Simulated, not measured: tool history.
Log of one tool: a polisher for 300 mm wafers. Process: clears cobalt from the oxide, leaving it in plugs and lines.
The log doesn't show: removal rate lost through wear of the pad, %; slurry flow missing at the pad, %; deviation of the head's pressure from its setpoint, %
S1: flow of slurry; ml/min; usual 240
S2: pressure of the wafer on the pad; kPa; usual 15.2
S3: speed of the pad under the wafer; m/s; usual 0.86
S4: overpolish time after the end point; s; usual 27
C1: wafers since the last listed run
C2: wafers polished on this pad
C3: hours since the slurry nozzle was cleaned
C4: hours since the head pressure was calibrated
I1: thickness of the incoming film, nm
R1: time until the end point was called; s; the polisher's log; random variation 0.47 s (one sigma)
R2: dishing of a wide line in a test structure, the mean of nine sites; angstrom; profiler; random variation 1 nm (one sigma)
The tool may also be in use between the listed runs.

| run | day | S1 | S2 | S3 | S4 | C1 | C2 | C3 | C4 | I1 | R1 | R2 |
|---|---|---|---|---|---|---|---|---|---|---|---|---|
| 1 | 0 | 240 | 15.2 | 0.86 | 27 | 0 | 1335 | 274.8 | 366.9 | 215.5 | 48.3 | 489 |
| 2 | 4.046 | 240 | 15.2 | 0.86 | 27 | 713 | 2048 | 371.9 | 464 | 217.1 | 49.9 | 479 |
|  | 7.412 | worn pad replaced by a new one |
| 3 | 7.621 | 240 | 15.2 | 0.86 | 27 | 600 | 36 | 457.7 | 549.8 | 219.8 | 50.5 | 464 |
|  | 8.833 | slurry nozzle cleaned |
| 4 | 9.954 | 240 | 15.2 | 0.86 | 27 | 403 | 440 | 26.9 | 605.8 | 218.5 | 49.6 | 476 |
| 5 | 13.658 | 240 | 15.2 | 0.86 | 27 | 652 | 1093 | 115.8 | 694.7 | 222.1 | 51.3 | 470 |
| 6 | 16.892 | 240 | 15.2 | 0.86 | 27 | 569 | 1663 | 193.4 | 772.3 | 217.9 | 50 | 461 |
| 7 | 19.721 | 240 | 15.2 | 0.86 | 27 | 498 | 2162 | 261.3 | 840.2 | 222.3 | 51.6 | 481 |
| 8 | 23.121 | 240 | 15.2 | 0.86 | 27 | 599 | 2761 | 342.9 | 921.8 | 221.2 | 50.8 | 459 |
|  | 23.529 | worn pad replaced by a new one |
|  | 25.296 | slurry nozzle cleaned |
| 9 | 25.408 | 240 | 15.2 | 0.86 | 27 | 366 | 323 | 2.7 | 976.7 | 220.7 | 50.7 | 457 |
| 10 | 27.971 | 240 | 15.2 | 0.86 | 27 | 451 | 775 | 64.2 | 1038.2 | 222 | 52.2 | 476 |
|  | 29.462 | head pressure recalibrated |
| 11 | 29.517 | 240 | 15.2 | 0.86 | 27 | 257 | 1033 | 101.3 | 1.3 | 218.3 | 47.1 | 472 |
| 12 | 32.892 | 240 | 15.2 | 0.86 | 27 | 594 | 1628 | 182.3 | 82.3 | 216.7 | 47.6 | 466 |
| 13 | 34.683 | 300 | 16.5 | 1.14 | 14 | 315 | 1944 | 225.3 | 125.3 | 220.6 | 34.2 | 422 |
|  | 36.942 | worn pad replaced by a new one |
| 14 | 39.142 | 240 | 15.2 | 0.86 | 27 | 756 | 387 | 332.3 | 232.3 | 217.7 | 48.3 | 476 |

Forecast run 15:
|  | 43.925 | slurry nozzle cleaned |
| 15 | 50.925 | 240 | 17.2 | 0.6 | 40 | 2069 | 2457 | 168 | 515.1 | 220.8 | ? | ? |

Run 15 gave R1 68.1 s, R2 494 angstrom.
Without the tool's hidden state the same run would have given R1 63.1 s, R2 501 angstrom.
